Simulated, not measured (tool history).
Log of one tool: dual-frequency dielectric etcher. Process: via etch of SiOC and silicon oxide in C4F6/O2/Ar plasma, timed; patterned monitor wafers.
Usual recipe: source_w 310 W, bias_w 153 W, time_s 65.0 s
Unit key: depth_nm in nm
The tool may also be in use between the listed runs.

| run | day | source_w | bias_w | time_s | read-back reference wafer on the same gauge, depth_nm | depth_nm |
|---|---|---|---|---|---|---|
| 1 | 0.000 | 310 | 153 | 65.0 | 60.4 | 62.6 |
| 2 | 2.846 | 310 | 153 | 65.0 | 60.4 | 62.6 |
| 3 | 5.683 | 310 | 153 | 65.0 | 60.4 | 62.4 |
| 4 | 9.062 | 310 | 153 | 65.0 | 60.4 | 62.1 |
| 5 | 11.846 | 330 | 153 | 75.0 | 60.4 | 73.0 |
| 6 | 14.292 | 330 | 153 | 75.0 | 60.4 | 73.1 |
| 7 | 16.658 | 330 | 153 | 75.0 | 60.4 | 73.0 |
|  | 19.858 | source power generator calibrated |
|  | 22.912 | wet clean of the chamber |
| 8 | 25.196 | 310 | 153 | 59.0 | 60.4 | 57.5 |
|  | 27.142 | upper electrode replaced |
| 9 | 28.154 | 310 | 153 | 59.0 | 60.4 | 57.5 |
|  | 29.012 | bias power generator calibrated |
| 10 | 31.046 | 310 | 153 | 59.0 | 60.4 | 57.3 |
| 11 | 34.638 | 290 | 171 | 65.0 | 60.4 | 64.9 |
| 12 | 37.600 | 310 | 153 | 59.0 | 60.4 | 56.8 |
| 13 | 40.317 | 260 | 142 | 81.5 | 60.4 | 70.8 |
|  | 42.579 | gauge calibrated |
| 14 | 42.717 | 310 | 183 | 74.0 | 60.4 | 77.5 |
|  | 44.750 | wet clean of the chamber |
| 15 | 44.771 | 340 | 118 | 77.0 | 60.4 | 68.0 |
| 16 | 47.725 | 310 | 153 | 65.0 | 60.4 | 63.4 |
| 17 | 50.579 | 310 | 164 | 65.0 | 60.4 | 65.4 |
| 18 | 52.758 | 310 | 153 | 65.0 | 60.4 | 63.2 |
| 19 | 55.471 | 290 | 171 | 65.0 | 60.4 | 64.8 |
| 20 | 57.733 | 340 | 119 | 65.0 | 60.4 | 56.9 |
| 21 | 60.512 | 310 | 117 | 65.0 | 60.4 | 54.3 |
| 22 | 64.242 | 310 | 153 | 65.0 | 60.4 | 61.9 |
| 23 | 66.454 | 310 | 183 | 59.0 | 60.4 | 61.5 |
| 24 | 68.108 | 310 | 136 | 65.0 | 60.4 | 58.1 |
|  | 71.533 | wet clean of the chamber |
| 25 | 71.642 | 310 | 153 | 80.0 | 60.4 | 78.2 |
| 26 | 74.258 | 240 | 153 | 47.0 | 60.4 | 41.8 |
| 27 | 76.679 | 310 | 139 | 65.0 | 60.4 | 60.2 |
| 28 | 80.433 | 310 | 127 | 58.0 | 60.4 | 50.9 |
| 29 | 84.012 | 270 | 143 | 75.5 | 60.4 | 66.9 |

Below are 4 alternative next runs, each starting from the tool's condition after run 29. Predict each:
| A | 84.029 | 310 | 153 | 72.0 | ? | ? |
| B | 84.029 | 240 | 167 | 57.5 | ? | ? |
| C | 84.029 | 310 | 163 | 79.5 | ? | ? |
| D | 84.029 | 310 | 125 | 65.0 | ? | ? |

| run | read-back reference wafer on the same gauge, depth_nm | depth_nm |
|---|---|---|
| A | 60.4 | 69.4 |
| B | 60.4 | 53.1 |
| C | 60.4 | 79.2 |
| D | 60.4 | 56.4 |
Without the tool's unlogged condition, the same runs would have read:
| run | depth_nm |
|---|---|
| A | 71.3 |
| B | 54.5 |
| C | 81.3 |
| D | 57.9 |
